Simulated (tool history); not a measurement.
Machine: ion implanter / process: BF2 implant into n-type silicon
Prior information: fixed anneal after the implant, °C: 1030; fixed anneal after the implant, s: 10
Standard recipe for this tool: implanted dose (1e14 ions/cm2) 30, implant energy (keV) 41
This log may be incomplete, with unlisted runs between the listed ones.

run,hour,implanted dose (1e14 ions/cm2),implant energy (keV),wafers since the last listed run,hours since the last dose calibration,hours since the extraction supply was calibrated,hours since the gauge calibration,"read-back reference wafer on the same gauge, sheet resistance",sheet resistance of the implanted and annealed layer (ohm/square)
1,0,30,30.5,0,1126.4,742.4,935.6,100.01,124.42
2,42.3,30,47.5,741,1168.7,784.7,977.9,100.01,97.23
3,125.9,30,47.5,1465,1252.3,868.3,1061.5,100.03,96.94
4,229.5,30,47.5,1815,1355.9,971.9,1165.1,100.02,96.99
# hour 273.8: Faraday cup replaced and dose calibrated
5,307.8,24.32,41,1231,34,1050.2,1243.4,99.99,107.5
6,370.1,24.32,41,1091,96.3,1112.5,1305.7,100.05,107.52
7,693.6,24.24,36,5669,419.8,1436,1629.2,99.96,115.17
8,788.6,30,44.5,1664,514.8,1531,1724.2,99.99,100.85
9,999.9,30,44.5,3702,726.1,1742.3,1935.5,99.99,101.18
10,1050.1,30,44.5,879,776.3,1792.5,1985.7,99.96,101.09
11,1107.3,30,33.5,1002,833.5,1849.7,2042.9,100.02,118.4
# hour 1173.6: extraction supply calibrated
12,1174.1,30,33.5,1030,900.3,0.5,2109.7,99.99,118.15
13,1249,30,33.5,1312,975.2,75.4,2184.6,100.02,118.21
14,1285.3,24.52,41,636,1011.5,111.7,2220.9,100.01,107.26
15,1390.9,30,41,1850,1117.1,217.3,2326.5,99.98,105.91
16,1443,34.9,33,913,1169.2,269.4,2378.6,99.97,117.6
17,1498.9,30,37.5,979,1225.1,325.3,2434.5,99.98,111.35
18,1575,22.22,28.5,1333,1301.2,401.4,2510.6,100.03,130.09
19,1630.9,22.73,36.5,979,1357.1,457.3,2566.5,100,114.86
20,1710.6,23.85,41,1396,1436.8,537,2646.2,99.98,107.24
# hour 1765.6: Faraday cup replaced and dose calibrated
21,1814,36.13,48,1671,48.4,640.4,2749.6,99.98,95.2
22,1881.7,22.6,45,1186,116.1,708.1,2817.3,99.98,103.22
23,1976.2,30,41,1656,210.6,802.6,2911.8,100.04,105.94
# hour 2007.2: gauge calibrated
24,2032.3,26.03,37,983,266.7,858.7,25.1,100,112.82
25,2113.7,24.52,41,1426,348.1,940.1,106.5,100.01,107.66
26,2190.8,36.77,45.5,1351,425.2,1017.2,183.6,100.04,97.82
27,2252.5,30,41,1081,486.9,1078.9,245.3,100.01,105.85
28,2342,27.47,54,1568,576.4,1168.4,334.8,99.98,90.61
29,2399.9,34.25,30.5,1014,634.3,1226.3,392.7,100.01,123.23
30,2445.8,30,41,804,680.2,1272.2,438.6,99.97,105.79
31,2541.9,22.11,45,1684,776.3,1368.3,534.7,100.02,103.01
32,2793.8,35.43,46,4414,1028.2,1620.2,786.6,100.03,97.86
33,2831,23.96,31,651,1065.4,1657.4,823.8,100,125.04
34,2882.6,25.27,53.5,904,1117,1709,875.4,100,92.03
35,2983.2,27.45,45.5,1762,1217.6,1809.6,976,100.05,100.6
36,3022.5,30,41,688,1256.9,1848.9,1015.3,100.01,105.85
# hour 3058.3: extraction supply calibrated
37,3071.2,30,31,713,1305.6,12.9,1064,100.03,123.04

List, for all runs, the conditions of the tool that the log does not record:
deviation of the true dose from the Faraday cup's reading, %: 0 at every run
deviation of the true energy from its setpoint, %: 0 at every run
gauge reads high (%): 0 at every run
